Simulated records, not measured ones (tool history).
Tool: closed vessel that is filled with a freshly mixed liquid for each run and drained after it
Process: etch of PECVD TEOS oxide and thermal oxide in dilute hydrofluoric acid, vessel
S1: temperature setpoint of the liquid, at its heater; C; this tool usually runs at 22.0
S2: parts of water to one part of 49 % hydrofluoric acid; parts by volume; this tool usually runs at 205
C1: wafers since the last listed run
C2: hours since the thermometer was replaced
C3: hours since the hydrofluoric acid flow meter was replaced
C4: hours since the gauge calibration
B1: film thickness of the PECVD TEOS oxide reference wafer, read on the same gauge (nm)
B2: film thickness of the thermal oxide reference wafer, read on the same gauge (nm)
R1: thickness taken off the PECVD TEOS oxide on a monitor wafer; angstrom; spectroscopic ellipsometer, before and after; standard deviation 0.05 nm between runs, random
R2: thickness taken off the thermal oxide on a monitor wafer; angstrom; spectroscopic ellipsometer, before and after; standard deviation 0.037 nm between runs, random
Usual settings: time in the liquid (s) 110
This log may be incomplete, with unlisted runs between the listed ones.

{"run": 1, "hour": 0.0, "S1": 22.0, "S2": 255, "time in the liquid (s)": 60, "C1": 0, "C2": 94.2, "C3": 417.9, "C4": 1794.0, "B1": 79.16, "B2": 108.802, "R1": 30.3, "R2": 8.93}
{"run": 2, "hour": 95.3, "S1": 22.0, "S2": 255, "time in the liquid (s)": 60, "C1": 8895, "C2": 189.5, "C3": 513.2, "C4": 1889.3, "B1": 79.07, "B2": 108.701, "R1": 30.3, "R2": 8.32}
{"hour": 185.1, "done": "hydrofluoric acid flow meter replaced"}
{"run": 3, "hour": 185.8, "S1": 22.0, "S2": 205, "time in the liquid (s)": 110, "C1": 8353, "C2": 280.0, "C3": 0.7, "C4": 1979.8, "B1": 78.93, "B2": 108.518, "R1": 72.7, "R2": 20.26}
{"run": 4, "hour": 280.0, "S1": 22.0, "S2": 205, "time in the liquid (s)": 110, "C1": 8792, "C2": 374.2, "C3": 94.9, "C4": 2074.0, "B1": 78.79, "B2": 108.368, "R1": 72.5, "R2": 20.38}
{"run": 5, "hour": 321.1, "S1": 22.0, "S2": 205, "time in the liquid (s)": 110, "C1": 3836, "C2": 415.3, "C3": 136.0, "C4": 2115.1, "B1": 78.74, "B2": 108.333, "R1": 72.1, "R2": 20.65}
{"run": 6, "hour": 396.9, "S1": 22.0, "S2": 300, "time in the liquid (s)": 110, "C1": 7074, "C2": 491.1, "C3": 211.8, "C4": 2190.9, "B1": 78.65, "B2": 108.156, "R1": 44.9, "R2": 12.79}
{"run": 7, "hour": 476.5, "S1": 24.5, "S2": 270, "time in the liquid (s)": 90, "C1": 7429, "C2": 570.7, "C3": 291.4, "C4": 2270.5, "B1": 78.54, "B2": 108.042, "R1": 45.9, "R2": 12.92}
{"run": 8, "hour": 574.3, "S1": 23.5, "S2": 250, "time in the liquid (s)": 60, "C1": 9128, "C2": 668.5, "C3": 389.2, "C4": 2368.3, "B1": 78.38, "B2": 107.787, "R1": 32.9, "R2": 9.25}
{"run": 9, "hour": 614.1, "S1": 22.0, "S2": 205, "time in the liquid (s)": 110, "C1": 3714, "C2": 708.3, "C3": 429.0, "C4": 2408.1, "B1": 78.36, "B2": 107.755, "R1": 72.0, "R2": 20.7}
{"run": 10, "hour": 679.4, "S1": 19.0, "S2": 140, "time in the liquid (s)": 85, "C1": 6094, "C2": 773.6, "C3": 494.3, "C4": 2473.4, "B1": 78.27, "B2": 107.61, "R1": 78.0, "R2": 22.19}
{"run": 11, "hour": 782.4, "S1": 18.5, "S2": 275, "time in the liquid (s)": 55, "C1": 9613, "C2": 876.6, "C3": 597.3, "C4": 2576.4, "B1": 78.11, "B2": 107.366, "R1": 21.9, "R2": 6.16}
{"hour": 787.4, "done": "hydrofluoric acid flow meter replaced"}
{"run": 12, "hour": 869.2, "S1": 22.0, "S2": 205, "time in the liquid (s)": 110, "C1": 8008, "C2": 963.4, "C3": 81.8, "C4": 2663.2, "B1": 77.92, "B2": 107.204, "R1": 72.2, "R2": 20.31}
{"run": 13, "hour": 971.6, "S1": 22.0, "S2": 245, "time in the liquid (s)": 50, "C1": 9557, "C2": 1065.8, "C3": 184.2, "C4": 2765.6, "B1": 77.78, "B2": 106.961, "R1": 26.3, "R2": 7.46}
{"run": 14, "hour": 1049.3, "S1": 22.0, "S2": 160, "time in the liquid (s)": 135, "C1": 7252, "C2": 1143.5, "C3": 261.9, "C4": 2843.3, "B1": 77.66, "B2": 106.791, "R1": 117.6, "R2": 32.69}
{"hour": 1076.1, "done": "gauge calibrated"}
{"run": 15, "hour": 1141.0, "S1": 22.0, "S2": 285, "time in the liquid (s)": 130, "C1": 8559, "C2": 1235.2, "C3": 353.6, "C4": 64.9, "B1": 79.68, "B2": 109.523, "R1": 58.0, "R2": 16.49}
{"run": 16, "hour": 1342.1, "S1": 26.0, "S2": 265, "time in the liquid (s)": 110, "C1": 18770, "C2": 1436.3, "C3": 554.7, "C4": 266.0, "B1": 79.62, "B2": 109.494, "R1": 61.2, "R2": 17.59}
{"run": 17, "hour": 1429.9, "S1": 22.0, "S2": 205, "time in the liquid (s)": 110, "C1": 8195, "C2": 1524.1, "C3": 642.5, "C4": 353.8, "B1": 79.65, "B2": 109.447, "R1": 72.6, "R2": 20.78}
{"hour": 1450.5, "done": "hydrofluoric acid flow meter replaced"}
{"run": 18, "hour": 1473.6, "S1": 22.0, "S2": 205, "time in the liquid (s)": 110, "C1": 3985, "C2": 1567.8, "C3": 23.1, "C4": 397.5, "B1": 79.61, "B2": 109.457, "R1": 73.4, "R2": 20.31}
{"run": 19, "hour": 1566.7, "S1": 22.0, "S2": 205, "time in the liquid (s)": 110, "C1": 8689, "C2": 1660.9, "C3": 116.2, "C4": 490.6, "B1": 79.6, "B2": 109.396, "R1": 73.8, "R2": 19.98}
{"run": 20, "hour": 1667.4, "S1": 18.0, "S2": 290, "time in the liquid (s)": 145, "C1": 9399, "C2": 1761.6, "C3": 216.9, "C4": 591.3, "B1": 79.55, "B2": 109.386, "R1": 54.4, "R2": 15.36}
{"run": 21, "hour": 1760.7, "S1": 19.5, "S2": 205, "time in the liquid (s)": 110, "C1": 8708, "C2": 1854.9, "C3": 310.2, "C4": 684.6, "B1": 79.57, "B2": 109.348, "R1": 66.4, "R2": 19.33}
{"run": 22, "hour": 1843.3, "S1": 26.0, "S2": 205, "time in the liquid (s)": 55, "C1": 7709, "C2": 1937.5, "C3": 392.8, "C4": 767.2, "B1": 79.49, "B2": 109.294, "R1": 42.6, "R2": 12.45}
{"hour": 1912.5, "done": "thermometer replaced"}
{"run": 23, "hour": 1924.9, "S1": 25.5, "S2": 205, "time in the liquid (s)": 55, "C1": 7522, "C2": 12.4, "C3": 474.4, "C4": 848.8, "B1": 79.45, "B2": 109.248, "R1": 41.4, "R2": 11.59}
{"run": 24, "hour": 1975.9, "S1": 25.0, "S2": 205, "time in the liquid (s)": 60, "C1": 4760, "C2": 63.4, "C3": 525.4, "C4": 899.8, "B1": 79.42, "B2": 109.213, "R1": 44.4, "R2": 12.96}
{"run": 25, "hour": 2070.1, "S1": 22.0, "S2": 205, "time in the liquid (s)": 110, "C1": 8792, "C2": 157.6, "C3": 619.6, "C4": 994.0, "B1": 79.4, "B2": 109.102, "R1": 73.8, "R2": 20.73}
{"hour": 2091.2, "done": "hydrofluoric acid flow meter replaced"}
{"run": 26, "hour": 2170.6, "S1": 26.0, "S2": 205, "time in the liquid (s)": 90, "C1": 9287, "C2": 258.1, "C3": 79.4, "C4": 1094.5, "B1": 79.29, "B2": 109.086, "R1": 69.9, "R2": 19.55}

List, for all runs, the conditions of the tool that the log does not record:
liquid colder than its thermometer reads (K): 0 across all the runs
hydrofluoric acid flow above the setpoint (%): 0 across all the runs
H1: gauge reads high (%)
run=1 H1=-1.07
run=2 H1=-1.2
run=3 H1=-1.34
run=4 H1=-1.48
run=5 H1=-1.55
run=6 H1=-1.67
run=7 H1=-1.81
run=8 H1=-1.99
run=9 H1=-2.06
run=10 H1=-2.18
run=11 H1=-2.38
run=12 H1=-2.56
run=13 H1=-2.77
run=14 H1=-2.94
run=15 H1=-0.426
run=16 H1=-0.451
run=17 H1=-0.472
run=18 H1=-0.485
run=19 H1=-0.517
run=20 H1=-0.559
run=21 H1=-0.605
run=22 H1=-0.651
run=23 H1=-0.702
run=24 H1=-0.736
run=25 H1=-0.805
run=26 H1=-0.885
